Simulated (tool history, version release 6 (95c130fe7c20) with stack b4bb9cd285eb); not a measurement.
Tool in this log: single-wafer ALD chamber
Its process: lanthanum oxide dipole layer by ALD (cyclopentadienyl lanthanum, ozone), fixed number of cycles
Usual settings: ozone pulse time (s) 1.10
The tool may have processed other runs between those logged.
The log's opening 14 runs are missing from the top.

run	hour	ozone pulse time (s)	wafers since the last listed run	hours since the last thermocouple change	hours since the last ozone generator service	hours since the showerhead was replaced	hours since the gauge calibration	read-back reference wafer on the same gauge, thickness_nm	mean film thickness on the monitor wafer (angstrom)
15	1463.1	0.76	918	786.9	168.2	5731.9	1143.1	0.616	4.63
# hour 1552.4: showerhead replaced
16	1552.9	1.10	889	876.7	258.0	0.5	1232.9	0.616	5.34
17	1600.4	1.10	516	924.2	305.5	48.0	1280.4	0.616	5.29
18	1670.4	0.90	761	994.2	375.5	118.0	1350.4	0.616	4.93
19	1720.3	1.23	542	1044.1	425.4	167.9	1400.3	0.616	5.44
# hour 1775.6: thermocouple changed; heater temperature recalibrated
20	1788.3	1.47	652	12.7	493.4	235.9	1468.3	0.617	5.68
21	1831.7	1.21	472	56.1	536.8	279.3	1511.7	0.616	5.41
22	1934.9	0.75	1122	159.3	640.0	382.5	1614.9	0.616	4.45
# hour 1957.1: ozone generator serviced
23	2001.1	1.10	633	225.5	44.0	448.7	1681.1	0.616	5.36
24	2043.9	0.79	465	268.3	86.8	491.5	1723.9	0.616	4.71
25	2102.6	1.38	638	327.0	145.5	550.2	1782.6	0.616	5.65
# hour 2266.3: gauge calibrated
26	2387.5	0.79	3099	611.9	430.4	835.1	121.2	0.616	4.63
27	2441.0	0.82	581	665.4	483.9	888.6	174.7	0.616	4.69
28	2485.0	0.87	478	709.4	527.9	932.6	218.7	0.616	4.81
29	2531.7	1.53	507	756.1	574.6	979.3	265.4	0.616	5.75
# hour 2544.5: ozone generator serviced
30	2762.2	0.86	2420	986.6	217.7	1209.8	495.9	0.616	4.84
31	2821.9	1.30	649	1046.3	277.4	1269.5	555.6	0.616	5.60
# hour 2859.5: thermocouple changed; heater temperature recalibrated
32	2882.2	1.40	568	22.7	337.7	1329.8	615.9	0.617	5.64
33	2920.7	1.39	418	61.2	376.2	1368.3	654.4	0.616	5.57
34	3003.8	1.28	903	144.3	459.3	1451.4	737.5	0.615	5.43

What if the next run were any one of these 4? Each begins from the tool's condition after run 34:
A	3004.2	1.33	4	144.7	459.7	1451.8	737.9	?	?
B	3004.2	1.37	4	144.7	459.7	1451.8	737.9	?	?
C	3004.2	0.72	4	144.7	459.7	1451.8	737.9	?	?
D	3004.2	1.42	4	144.7	459.7	1451.8	737.9	?	?

run	read-back reference wafer on the same gauge, thickness_nm	mean film thickness on the monitor wafer (angstrom)
A	0.616	5.52
B	0.616	5.56
C	0.616	4.39
D	0.616	5.61
With the hidden condition removed and each run's random variation left untouched, the same runs would have given:
run	mean film thickness on the monitor wafer (angstrom)
A	5.62
B	5.65
C	4.56
D	5.69
